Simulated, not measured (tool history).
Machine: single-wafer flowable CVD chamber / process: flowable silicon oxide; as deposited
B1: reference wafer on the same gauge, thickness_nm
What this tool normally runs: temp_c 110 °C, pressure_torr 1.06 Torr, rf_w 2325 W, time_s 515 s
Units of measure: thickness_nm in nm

Run 1, day 0.000: usual settings but pressure_torr 1.20 Torr; B1 286.089. Result: thickness_nm 450.685 nm.
Run 2, day 0.304: usual settings but pressure_torr 1.20 Torr; B1 285.751. Result: thickness_nm 454.164 nm.
Run 3, day 0.950: usual settings but pressure_torr 1.20 Torr; B1 285.956. Result: thickness_nm 454.388 nm.
Run 4, day 1.229: usual settings; B1 285.956. Result: thickness_nm 409.858 nm.
At day 2.262: capacitance manometer re-zeroed and calibrated.
Run 5, day 2.283: usual settings; B1 285.877. Result: thickness_nm 408.962 nm.
At day 2.333: gauge calibrated.
Run 6, day 2.483: usual settings; B1 285.882. Result: thickness_nm 409.846 nm.
Run 7, day 3.112: usual settings but rf_w 2110 W; B1 286.096. Result: thickness_nm 400.238 nm.
Run 8, day 3.738: usual settings but temp_c 106 °C, rf_w 2555 W; B1 285.955. Result: thickness_nm 473.572 nm.
Run 9, day 4.204: usual settings but pressure_torr 0.96 Torr; B1 285.996. Result: thickness_nm 375.265 nm.
Run 10, day 4.633: usual settings but temp_c 101 °C, pressure_torr 1.22 Torr, rf_w 1915 W, time_s 421 s; B1 285.674. Result: thickness_nm 477.025 nm.
At day 5.033: RF generator calibrated.
At day 5.154: thermocouple changed; heater temperature recalibrated.
At day 5.158: showerhead replaced.
Run 11, day 5.175: usual settings but temp_c 117 °C; B1 286.012. Result: thickness_nm 281.737 nm.
Run 12, day 5.525: usual settings but pressure_torr 0.80 Torr, rf_w 2580 W, time_s 574 s; B1 285.923. Result: thickness_nm 309.197 nm.
Run 13, day 5.850: usual settings; B1 286.326. Result: thickness_nm 349.472 nm.
Run 14, day 6.238: usual settings but pressure_torr 1.28 Torr; B1 286.044. Result: thickness_nm 411.328 nm.
Run 15, day 6.596: usual settings but rf_w 2100 W, time_s 546 s; B1 286.006. Result: thickness_nm 364.530 nm.

Here are 5 independent what-if runs from the current tool condition. What would each one return?
Run A, day 6.617: usual settings; B1 ?. Result: thickness_nm ?.
Run B, day 6.617: usual settings but pressure_torr 1.21 Torr; B1 ?. Result: thickness_nm ?.
Run C, day 6.617: usual settings but rf_w 1895 W, time_s 590 s; B1 ?. Result: thickness_nm ?.
Run D, day 6.617: usual settings but pressure_torr 1.32 Torr; B1 ?. Result: thickness_nm ?.
Run E, day 6.617: usual settings but rf_w 2670 W, time_s 487 s; B1 ?. Result: thickness_nm ?.

run       B1  thickness_nm
  A  285.994       351.757
  B  285.994       392.638
  C  285.994       384.287
  D  285.994       422.904
  E  285.994       339.695
Stripped of hidden state, with their random variation kept, the same runs would have yielded:
run  thickness_nm
  A       341.085
  B       380.726
  C       372.629
  D       410.073
  E       329.389

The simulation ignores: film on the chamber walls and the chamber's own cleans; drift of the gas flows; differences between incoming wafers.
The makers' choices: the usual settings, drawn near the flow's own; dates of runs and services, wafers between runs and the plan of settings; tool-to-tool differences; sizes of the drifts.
